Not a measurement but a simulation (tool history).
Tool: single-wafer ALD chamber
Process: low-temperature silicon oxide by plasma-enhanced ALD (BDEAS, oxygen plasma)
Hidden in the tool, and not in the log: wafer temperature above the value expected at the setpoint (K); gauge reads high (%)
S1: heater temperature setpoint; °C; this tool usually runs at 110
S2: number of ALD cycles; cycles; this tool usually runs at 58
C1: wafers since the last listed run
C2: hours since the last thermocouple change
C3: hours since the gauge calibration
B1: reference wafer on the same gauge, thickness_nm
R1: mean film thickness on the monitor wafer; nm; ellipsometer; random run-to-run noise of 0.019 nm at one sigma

run 1 day=0 | S1=102 S2=58 | C1=0 C2=704 C3=325.5 | B1=7.118 | R1=7.708
run 2 day=0.733 | S1=102 S2=58 | C1=122 C2=721.6 C3=343.1 | B1=7.11 | R1=7.714
run 3 day=1.725 | S1=102 S2=58 | C1=165 C2=745.4 C3=366.9 | B1=7.112 | R1=7.686
run 4 day=2.488 | S1=110 S2=58 | C1=127 C2=763.7 C3=385.2 | B1=7.103 | R1=7.638
run 5 day=3.067 | S1=110 S2=58 | C1=96 C2=777.6 C3=399.1 | B1=7.109 | R1=7.636
run 6 day=3.746 | S1=114 S2=61 | C1=113 C2=793.9 C3=415.4 | B1=7.106 | R1=7.945
run 7 day=4.958 | S1=114 S2=61 | C1=202 C2=823 C3=444.5 | B1=7.095 | R1=7.932
run 8 day=6.038 | S1=114 S2=61 | C1=180 C2=848.9 C3=470.4 | B1=7.097 | R1=7.938
run 9 day=6.783 | S1=110 S2=58 | C1=124 C2=866.8 C3=488.3 | B1=7.101 | R1=7.614
run 10 day=8.833 | S1=110 S2=58 | C1=343 C2=916 C3=537.5 | B1=7.095 | R1=7.622
run 11 day=9.383 | S1=110 S2=63 | C1=92 C2=929.2 C3=550.7 | B1=7.092 | R1=8.296
run 12 day=10.45 | S1=110 S2=63 | C1=178 C2=954.8 C3=576.3 | B1=7.081 | R1=8.236
run 13 day=11.275 | S1=110 S2=63 | C1=138 C2=974.6 C3=596.1 | B1=7.092 | R1=8.28
run 14 day=12.762 | S1=110 S2=58 | C1=248 C2=1010.3 C3=631.8 | B1=7.078 | R1=7.594
run 15 day=15.546 | S1=110 S2=58 | C1=465 C2=1077.1 C3=698.6 | B1=7.08 | R1=7.595
run 16 day=19.775 | S1=110 S2=58 | C1=707 C2=1178.6 C3=800.1 | B1=7.08 | R1=7.593
run 17 day=21.242 | S1=103 S2=53 | C1=245 C2=1213.8 C3=835.3 | B1=7.07 | R1=7.018
-- day=22.388 thermocouple changed; heater temperature recalibrated
run 18 day=22.408 | S1=121 S2=58 | C1=139 C2=0.5 C3=863.3 | B1=7.078 | R1=7.436
run 19 day=22.954 | S1=123 S2=66 | C1=91 C2=13.6 C3=876.4 | B1=7.065 | R1=8.422
run 20 day=23.542 | S1=110 S2=63 | C1=98 C2=27.7 C3=890.5 | B1=7.059 | R1=8.228
run 21 day=24.6 | S1=95 S2=66 | C1=177 C2=53.1 C3=915.9 | B1=7.057 | R1=8.911
-- day=25.354 gauge calibrated
run 22 day=25.517 | S1=110 S2=67 | C1=153 C2=75.1 C3=3.9 | B1=7.147 | R1=8.814
run 23 day=26.788 | S1=110 S2=51 | C1=212 C2=105.6 C3=34.4 | B1=7.148 | R1=6.723
run 24 day=27.712 | S1=123 S2=69 | C1=154 C2=127.8 C3=56.6 | B1=7.149 | R1=8.935
run 25 day=29.071 | S1=110 S2=58 | C1=227 C2=160.4 C3=89.2 | B1=7.143 | R1=7.662
run 26 day=30.071 | S1=110 S2=58 | C1=167 C2=184.4 C3=113.2 | B1=7.138 | R1=7.634
run 27 day=30.642 | S1=110 S2=68 | C1=95 C2=198.1 C3=126.9 | B1=7.139 | R1=8.967
run 28 day=32.025 | S1=118 S2=55 | C1=231 C2=231.3 C3=160.1 | B1=7.142 | R1=7.187
run 29 day=33.254 | S1=110 S2=58 | C1=205 C2=260.8 C3=189.6 | B1=7.134 | R1=7.635
run 30 day=33.896 | S1=114 S2=51 | C1=107 C2=276.2 C3=205 | B1=7.125 | R1=6.685
run 31 day=34.988 | S1=105 S2=51 | C1=182 C2=302.4 C3=231.2 | B1=7.134 | R1=6.785
run 32 day=36.192 | S1=115 S2=67 | C1=201 C2=331.3 C3=260.1 | B1=7.131 | R1=8.745
run 33 day=36.875 | S1=114 S2=61 | C1=114 C2=347.7 C3=276.5 | B1=7.126 | R1=7.941

How the hidden state differs across the entries between the runs, from the last listed run before each to the first after it:
In the gap between runs 17 and 18: thermocouple changed; heater temperature recalibrated (day 22.388)
  gauge reads high (%): -0.977 -> -1.01
  measured less the result without the state, R1: -0.069 -> -0.076 nm
In the gap between runs 21 and 22: gauge calibrated (day 25.354)
  gauge reads high (%): -1.06 -> 0.116
  measured less the result without the state, R1: -0.096 -> +0.01 nm
